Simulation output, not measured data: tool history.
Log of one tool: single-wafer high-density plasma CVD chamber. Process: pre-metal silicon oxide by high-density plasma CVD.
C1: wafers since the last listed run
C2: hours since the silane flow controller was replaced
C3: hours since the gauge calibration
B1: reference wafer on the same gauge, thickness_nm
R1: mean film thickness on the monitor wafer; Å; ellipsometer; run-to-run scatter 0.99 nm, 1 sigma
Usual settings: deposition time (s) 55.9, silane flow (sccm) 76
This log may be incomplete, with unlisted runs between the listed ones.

{"run": 1, "hour": 0.0, "deposition time (s)": 58.3, "silane flow (sccm)": 67, "C1": 0, "C2": 1632.6, "C3": 1822.1, "B1": 496.563, "R1": 4141.06}
{"run": 2, "hour": 82.8, "deposition time (s)": 58.3, "silane flow (sccm)": 67, "C1": 923, "C2": 1715.4, "C3": 1904.9, "B1": 496.841, "R1": 4134.17}
{"run": 3, "hour": 187.0, "deposition time (s)": 58.3, "silane flow (sccm)": 67, "C1": 1161, "C2": 1819.6, "C3": 2009.1, "B1": 496.726, "R1": 4132.66}
{"run": 4, "hour": 270.7, "deposition time (s)": 50.5, "silane flow (sccm)": 76, "C1": 933, "C2": 1903.3, "C3": 2092.8, "B1": 497.023, "R1": 4065.37}
{"run": 5, "hour": 357.3, "deposition time (s)": 50.5, "silane flow (sccm)": 76, "C1": 965, "C2": 1989.9, "C3": 2179.4, "B1": 496.803, "R1": 4072.44}
{"run": 6, "hour": 396.6, "deposition time (s)": 50.5, "silane flow (sccm)": 76, "C1": 438, "C2": 2029.2, "C3": 2218.7, "B1": 496.824, "R1": 4082.76}
{"run": 7, "hour": 440.8, "deposition time (s)": 55.9, "silane flow (sccm)": 69, "C1": 492, "C2": 2073.4, "C3": 2262.9, "B1": 497.008, "R1": 4086.41}
{"run": 8, "hour": 485.7, "deposition time (s)": 55.9, "silane flow (sccm)": 69, "C1": 500, "C2": 2118.3, "C3": 2307.8, "B1": 497.039, "R1": 4094.8}
{"run": 9, "hour": 570.3, "deposition time (s)": 55.9, "silane flow (sccm)": 69, "C1": 943, "C2": 2202.9, "C3": 2392.4, "B1": 497.289, "R1": 4081.36}
{"run": 10, "hour": 662.7, "deposition time (s)": 55.9, "silane flow (sccm)": 76, "C1": 1030, "C2": 2295.3, "C3": 2484.8, "B1": 497.113, "R1": 4512.34}
{"run": 11, "hour": 756.4, "deposition time (s)": 55.9, "silane flow (sccm)": 76, "C1": 1044, "C2": 2389.0, "C3": 2578.5, "B1": 497.048, "R1": 4499.29}
{"run": 12, "hour": 815.8, "deposition time (s)": 55.9, "silane flow (sccm)": 76, "C1": 662, "C2": 2448.4, "C3": 2637.9, "B1": 497.189, "R1": 4505.6}
{"run": 13, "hour": 885.5, "deposition time (s)": 55.9, "silane flow (sccm)": 76, "C1": 777, "C2": 2518.1, "C3": 2707.6, "B1": 496.698, "R1": 4508.01}
{"run": 14, "hour": 972.8, "deposition time (s)": 55.9, "silane flow (sccm)": 76, "C1": 973, "C2": 2605.4, "C3": 2794.9, "B1": 497.092, "R1": 4500.13}
{"run": 15, "hour": 1020.1, "deposition time (s)": 55.9, "silane flow (sccm)": 76, "C1": 527, "C2": 2652.7, "C3": 2842.2, "B1": 497.027, "R1": 4518.86}
{"run": 16, "hour": 1069.9, "deposition time (s)": 64.2, "silane flow (sccm)": 76, "C1": 555, "C2": 2702.5, "C3": 2892.0, "B1": 497.137, "R1": 5178.03}
{"hour": 1098.8, "done": "silane flow controller replaced"}
{"hour": 1103.9, "done": "gauge calibrated"}
{"run": 17, "hour": 1147.3, "deposition time (s)": 64.9, "silane flow (sccm)": 76, "C1": 773, "C2": 48.5, "C3": 43.4, "B1": 496.883, "R1": 5083.36}
{"run": 18, "hour": 1194.5, "deposition time (s)": 55.9, "silane flow (sccm)": 76, "C1": 526, "C2": 95.7, "C3": 90.6, "B1": 497.326, "R1": 4396.75}
{"run": 19, "hour": 1294.4, "deposition time (s)": 55.9, "silane flow (sccm)": 81, "C1": 1113, "C2": 195.6, "C3": 190.5, "B1": 497.037, "R1": 4698.67}
{"run": 20, "hour": 1381.6, "deposition time (s)": 46.1, "silane flow (sccm)": 70, "C1": 972, "C2": 282.8, "C3": 277.7, "B1": 496.55, "R1": 3348.75}
{"run": 21, "hour": 1432.9, "deposition time (s)": 55.9, "silane flow (sccm)": 76, "C1": 572, "C2": 334.1, "C3": 329.0, "B1": 497.087, "R1": 4426.03}
{"run": 22, "hour": 1522.0, "deposition time (s)": 55.9, "silane flow (sccm)": 76, "C1": 993, "C2": 423.2, "C3": 418.1, "B1": 497.161, "R1": 4421.73}
{"run": 23, "hour": 1559.8, "deposition time (s)": 50.9, "silane flow (sccm)": 88, "C1": 421, "C2": 461.0, "C3": 455.9, "B1": 496.762, "R1": 4660.62}
{"run": 24, "hour": 1629.2, "deposition time (s)": 65.5, "silane flow (sccm)": 91, "C1": 773, "C2": 530.4, "C3": 525.3, "B1": 497.039, "R1": 6203.52}
{"run": 25, "hour": 1738.1, "deposition time (s)": 55.9, "silane flow (sccm)": 76, "C1": 1214, "C2": 639.3, "C3": 634.2, "B1": 497.075, "R1": 4411.48}
{"run": 26, "hour": 1788.8, "deposition time (s)": 55.9, "silane flow (sccm)": 76, "C1": 565, "C2": 690.0, "C3": 684.9, "B1": 496.958, "R1": 4441.93}
{"run": 27, "hour": 1872.1, "deposition time (s)": 64.1, "silane flow (sccm)": 82, "C1": 928, "C2": 773.3, "C3": 768.2, "B1": 496.561, "R1": 5486.46}
{"run": 28, "hour": 2115.2, "deposition time (s)": 60.9, "silane flow (sccm)": 88, "C1": 2710, "C2": 1016.4, "C3": 1011.3, "B1": 497.027, "R1": 5608.62}
{"run": 29, "hour": 2222.0, "deposition time (s)": 55.9, "silane flow (sccm)": 84, "C1": 1190, "C2": 1123.2, "C3": 1118.1, "B1": 497.075, "R1": 4920.77}
{"run": 30, "hour": 2324.0, "deposition time (s)": 63.0, "silane flow (sccm)": 64, "C1": 1137, "C2": 1225.2, "C3": 1220.1, "B1": 497.072, "R1": 4209.66}
{"run": 31, "hour": 2406.8, "deposition time (s)": 55.9, "silane flow (sccm)": 76, "C1": 923, "C2": 1308.0, "C3": 1302.9, "B1": 497.105, "R1": 4459.7}

What would each run have given without the hidden state, its run-to-run variation left as it was?
Hidden state present: delivered silane flow above the setpoint (%); gauge reads high (%).
run=1 R1=4041.23
run=2 R1=4033.06
run=3 R1=4029.92
run=4 R1=3963.12
run=5 R1=3968.88
run=6 R1=3978.46
run=7 R1=3981.50
run=8 R1=3989.17
run=9 R1=3975.19
run=10 R1=4393.98
run=11 R1=4380.37
run=12 R1=4385.99
run=13 R1=4387.76
run=14 R1=4379.42
run=15 R1=4397.31
run=16 R1=5038.36
run=17 R1=5088.02
run=18 R1=4396.00
run=19 R1=4687.88
run=20 R1=3335.42
run=21 R1=4404.35
run=22 R1=4393.53
run=23 R1=4628.15
run=24 R1=6153.98
run=25 R1=4369.82
run=26 R1=4397.22
run=27 R1=5425.99
run=28 R1=5533.60
run=29 R1=4850.72
run=30 R1=4146.63
run=31 R1=4390.51
